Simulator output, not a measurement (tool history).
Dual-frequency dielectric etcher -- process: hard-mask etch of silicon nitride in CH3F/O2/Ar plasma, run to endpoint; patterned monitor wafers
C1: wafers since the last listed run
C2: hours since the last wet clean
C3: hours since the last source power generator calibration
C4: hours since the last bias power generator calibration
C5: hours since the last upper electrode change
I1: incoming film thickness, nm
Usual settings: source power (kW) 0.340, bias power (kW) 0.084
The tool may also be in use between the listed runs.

{"run": 1, "day": 0.0, "source power (kW)": 0.34, "bias power (kW)": 0.069, "C1": 0, "C2": 252.8, "C3": 2711.2, "C4": 2167.7, "C5": 1740.5, "I1": 32.37, "endpoint time (s)": 52.4}
{"run": 2, "day": 2.779, "source power (kW)": 0.34, "bias power (kW)": 0.069, "C1": 432, "C2": 319.5, "C3": 2777.9, "C4": 2234.4, "C5": 1807.2, "I1": 32.31, "endpoint time (s)": 54.1}
{"run": 3, "day": 5.512, "source power (kW)": 0.34, "bias power (kW)": 0.084, "C1": 425, "C2": 385.1, "C3": 2843.5, "C4": 2300.0, "C5": 1872.8, "I1": 32.56, "endpoint time (s)": 48.2}
{"day": 8.275, "done": "wet clean of the chamber"}
{"run": 4, "day": 9.162, "source power (kW)": 0.34, "bias power (kW)": 0.084, "C1": 412, "C2": 21.3, "C3": 2931.1, "C4": 2387.6, "C5": 1960.4, "I1": 32.25, "endpoint time (s)": 45.6}
{"run": 5, "day": 13.362, "source power (kW)": 0.34, "bias power (kW)": 0.084, "C1": 653, "C2": 122.1, "C3": 3031.9, "C4": 2488.4, "C5": 2061.2, "I1": 32.51, "endpoint time (s)": 47.2}
{"run": 6, "day": 15.192, "source power (kW)": 0.34, "bias power (kW)": 0.084, "C1": 284, "C2": 166.0, "C3": 3075.8, "C4": 2532.3, "C5": 2105.1, "I1": 32.77, "endpoint time (s)": 47.6}
{"day": 16.9, "done": "source power generator calibrated"}
{"run": 7, "day": 17.825, "source power (kW)": 0.34, "bias power (kW)": 0.084, "C1": 383, "C2": 229.2, "C3": 22.2, "C4": 2595.5, "C5": 2168.3, "I1": 32.15, "endpoint time (s)": 47.2}
{"day": 21.208, "done": "bias power generator calibrated"}
{"run": 8, "day": 22.108, "source power (kW)": 0.34, "bias power (kW)": 0.084, "C1": 640, "C2": 332.0, "C3": 125.0, "C4": 21.6, "C5": 2271.1, "I1": 32.32, "endpoint time (s)": 48.5}
{"day": 24.246, "done": "wet clean of the chamber"}
{"run": 9, "day": 25.583, "source power (kW)": 0.34, "bias power (kW)": 0.084, "C1": 384, "C2": 32.1, "C3": 208.4, "C4": 105.0, "C5": 2354.5, "I1": 32.34, "endpoint time (s)": 46.1}
{"run": 10, "day": 28.633, "source power (kW)": 0.34, "bias power (kW)": 0.084, "C1": 474, "C2": 105.3, "C3": 281.6, "C4": 178.2, "C5": 2427.7, "I1": 32.35, "endpoint time (s)": 47.3}
{"run": 11, "day": 30.392, "source power (kW)": 0.29, "bias power (kW)": 0.065, "C1": 273, "C2": 147.5, "C3": 323.8, "C4": 220.4, "C5": 2469.9, "I1": 32.68, "endpoint time (s)": 62.0}
{"run": 12, "day": 32.504, "source power (kW)": 0.34, "bias power (kW)": 0.094, "C1": 328, "C2": 198.2, "C3": 374.5, "C4": 271.1, "C5": 2520.6, "I1": 32.53, "endpoint time (s)": 45.7}
{"run": 13, "day": 35.192, "source power (kW)": 0.39, "bias power (kW)": 0.09, "C1": 418, "C2": 262.7, "C3": 439.0, "C4": 335.6, "C5": 2585.1, "I1": 32.7, "endpoint time (s)": 43.2}
{"day": 39.45, "done": "wet clean of the chamber"}
{"day": 40.033, "done": "upper electrode replaced"}
{"run": 14, "day": 40.054, "source power (kW)": 0.34, "bias power (kW)": 0.069, "C1": 509, "C2": 14.5, "C3": 555.7, "C4": 452.3, "C5": 0.5, "I1": 32.63, "endpoint time (s)": 52.7}
{"run": 15, "day": 42.938, "source power (kW)": 0.34, "bias power (kW)": 0.094, "C1": 448, "C2": 83.7, "C3": 624.9, "C4": 521.5, "C5": 69.7, "I1": 32.31, "endpoint time (s)": 43.3}
{"run": 16, "day": 44.5, "source power (kW)": 0.34, "bias power (kW)": 0.066, "C1": 243, "C2": 121.2, "C3": 662.4, "C4": 559.0, "C5": 107.2, "I1": 32.4, "endpoint time (s)": 54.6}
{"run": 17, "day": 48.846, "source power (kW)": 0.31, "bias power (kW)": 0.069, "C1": 675, "C2": 225.5, "C3": 766.7, "C4": 663.3, "C5": 211.5, "I1": 32.56, "endpoint time (s)": 57.6}
{"run": 18, "day": 50.475, "source power (kW)": 0.31, "bias power (kW)": 0.102, "C1": 253, "C2": 264.6, "C3": 805.8, "C4": 702.4, "C5": 250.6, "I1": 32.21, "endpoint time (s)": 45.3}
{"run": 19, "day": 53.179, "source power (kW)": 0.28, "bias power (kW)": 0.099, "C1": 420, "C2": 329.5, "C3": 870.7, "C4": 767.3, "C5": 315.5, "I1": 32.73, "endpoint time (s)": 50.2}
{"run": 20, "day": 55.396, "source power (kW)": 0.34, "bias power (kW)": 0.084, "C1": 344, "C2": 382.7, "C3": 923.9, "C4": 820.5, "C5": 368.7, "I1": 32.31, "endpoint time (s)": 48.5}

Across each entry between runs, compare the hidden state at the last listed run before it with the hidden state at the first listed run after it:
Between runs 3 and 4: wet clean of the chamber (day 8.275)
  etch rate over this chamber's usual, %: -4.66 -> -0.581
  measured value less the no-hidden-state value, endpoint time (s): +2.2 -> +0.3
Between runs 6 and 7: source power generator calibrated (day 16.900)
  etch rate over this chamber's usual, %: -2.43 -> -3.23
  measured value less the no-hidden-state value, endpoint time (s): +1.1 -> +1.5
Between runs 7 and 8: bias power generator calibrated (day 21.208)
  etch rate over this chamber's usual, %: -3.23 -> -4.55
  measured value less the no-hidden-state value, endpoint time (s): +1.5 -> +2.2
Between runs 8 and 9: wet clean of the chamber (day 24.246)
  etch rate over this chamber's usual, %: -4.55 -> -1.59
  measured value less the no-hidden-state value, endpoint time (s): +2.2 -> +0.8
Between runs 13 and 14: wet clean of the chamber (day 39.450); upper electrode replaced (day 40.033)
  etch rate over this chamber's usual, %: -4.53 -> -0.9
  measured value less the no-hidden-state value, endpoint time (s): +2.0 -> +0.4
